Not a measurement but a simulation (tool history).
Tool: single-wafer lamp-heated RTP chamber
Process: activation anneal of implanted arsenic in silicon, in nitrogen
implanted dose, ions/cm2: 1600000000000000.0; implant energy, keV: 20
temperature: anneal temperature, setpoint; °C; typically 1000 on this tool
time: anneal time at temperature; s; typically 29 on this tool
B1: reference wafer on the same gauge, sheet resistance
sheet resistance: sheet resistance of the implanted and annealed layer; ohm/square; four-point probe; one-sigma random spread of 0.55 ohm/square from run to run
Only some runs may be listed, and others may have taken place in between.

Run 1, hour 0: usual settings; B1 117.91. Result: sheet resistance 98.51 ohm/square.
At hour 27.4: pyrometer window cleaned and pyrometer calibrated.
Run 2, hour 99.2: usual settings; B1 117.83. Result: sheet resistance 101.52 ohm/square.
Run 3, hour 139: usual settings; B1 117.85. Result: sheet resistance 101.16 ohm/square.
At hour 170.4: reflector plate cleaned.
Run 4, hour 202.4: usual settings; B1 118.02. Result: sheet resistance 103.84 ohm/square.
Run 5, hour 301.8: usual settings; B1 117.89. Result: sheet resistance 102.92 ohm/square.
Run 6, hour 346.6: usual settings but temperature 981 °C; B1 118.05. Result: sheet resistance 111.21 ohm/square.
Run 7, hour 421.3: usual settings but temperature 981 °C; B1 117.95. Result: sheet resistance 110.01 ohm/square.
Run 8, hour 479: usual settings but temperature 981 °C; B1 118.17. Result: sheet resistance 109.16 ohm/square.
Run 9, hour 528.2: usual settings but temperature 1018 °C; B1 118.27. Result: sheet resistance 92.58 ohm/square.
At hour 584.1: pyrometer window cleaned and pyrometer calibrated.
Run 10, hour 596: usual settings but temperature 1018 °C; B1 117.82. Result: sheet resistance 94.68 ohm/square.
Run 11, hour 692.3: usual settings; B1 117.94. Result: sheet resistance 102.09 ohm/square.
Run 12, hour 728.8: usual settings; B1 118.02. Result: sheet resistance 101.53 ohm/square.
At hour 786: reflector plate cleaned.
At hour 809.2: gauge calibrated.
Run 13, hour 813.8: usual settings; B1 118.03. Result: sheet resistance 104.79 ohm/square.
Run 14, hour 858.8: usual settings; B1 117.89. Result: sheet resistance 103.05 ohm/square.
Run 15, hour 896.9: usual settings but temperature 1027 °C, time 22 s; B1 118.1. Result: sheet resistance 96.15 ohm/square.
Run 16, hour 985.2: usual settings but temperature 1018 °C, time 34 s; B1 118.02. Result: sheet resistance 91.82 ohm/square.
Run 17, hour 1065.4: usual settings but temperature 1013 °C; B1 117.94. Result: sheet resistance 94.64 ohm/square.
Run 18, hour 1128.7: usual settings but temperature 1021 °C, time 17 s; B1 117.92. Result: sheet resistance 97.88 ohm/square.
At hour 1151.7: pyrometer window cleaned and pyrometer calibrated.
Run 19, hour 1209.7: usual settings; B1 118.02. Result: sheet resistance 102.52 ohm/square.
Run 20, hour 1259.9: usual settings but temperature 1012 °C, time 13 s; B1 117.94. Result: sheet resistance 108.91 ohm/square.
Run 21, hour 1329.3: usual settings but temperature 1011 °C, time 15 s; B1 117.92. Result: sheet resistance 105.95 ohm/square.
At hour 1350.7: reflector plate cleaned.
Run 22, hour 1418.9: usual settings but time 44 s; B1 118.13. Result: sheet resistance 96.51 ohm/square.
Run 23, hour 1488.1: usual settings but temperature 991 °C, time 16 s; B1 117.97. Result: sheet resistance 115.15 ohm/square.
Run 24, hour 1569: usual settings but temperature 992 °C, time 22 s; B1 118.02. Result: sheet resistance 108.54 ohm/square.
Run 25, hour 1624.5: usual settings but temperature 980 °C; B1 118.09. Result: sheet resistance 109.36 ohm/square.
Run 26, hour 1714.6: usual settings but temperature 1018 °C, time 42 s; B1 117.95. Result: sheet resistance 87.92 ohm/square.
At hour 1750.3: pyrometer window cleaned and pyrometer calibrated.
Run 27, hour 1798.7: usual settings but temperature 1022 °C; B1 117.88. Result: sheet resistance 92.07 ohm/square.
Run 28, hour 1841.9: usual settings but temperature 984 °C; B1 118.01. Result: sheet resistance 108.07 ohm/square.
Run 29, hour 1878.4: usual settings but time 33 s; B1 118.05. Result: sheet resistance 98.92 ohm/square.
Run 30, hour 1948.4: usual settings; B1 118.1. Result: sheet resistance 100.59 ohm/square.
At hour 1985.6: reflector plate cleaned.
Run 31, hour 2021.3: usual settings but temperature 989 °C, time 19 s; B1 117.94. Result: sheet resistance 115.78 ohm/square.
Run 32, hour 2081.8: usual settings but time 46 s; B1 118.12. Result: sheet resistance 95.7 ohm/square.
Run 33, hour 2213.5: usual settings; B1 117.69. Result: sheet resistance 99.67 ohm/square.
Run 34, hour 2300.1: usual settings but temperature 1013 °C, time 43 s; B1 118.26. Result: sheet resistance 88.8 ohm/square.
Run 35, hour 2357.2: usual settings but temperature 1013 °C; B1 117.73. Result: sheet resistance 93.01 ohm/square.

Same runs, no hidden state in the tool, same run-to-run variation:
Hidden state at play: true wafer temperature minus pyrometer reading, K; wafer temperature error from the tarnished reflector plate, K; gauge reads high (%).
run  sheet resistance
  1            105.61
  2             105.6
  3            105.36
  4            104.94
  5            105.75
  6               115
  7            114.88
  8            114.83
  9             97.64
 10             98.05
 11            106.19
 12            105.75
 13            106.81
 14            105.95
 15             99.17
 16             96.12
 17            100.15
 18             103.9
 19            106.55
 20            112.79
 21            110.09
 22             98.86
 23             118.9
 24            113.59
 25            115.53
 26             93.68
 27             95.96
 28            113.15
 29            103.72
 30            105.71
 31            118.02
 32             98.89
 33            105.06
 34              94.6
 35             99.75

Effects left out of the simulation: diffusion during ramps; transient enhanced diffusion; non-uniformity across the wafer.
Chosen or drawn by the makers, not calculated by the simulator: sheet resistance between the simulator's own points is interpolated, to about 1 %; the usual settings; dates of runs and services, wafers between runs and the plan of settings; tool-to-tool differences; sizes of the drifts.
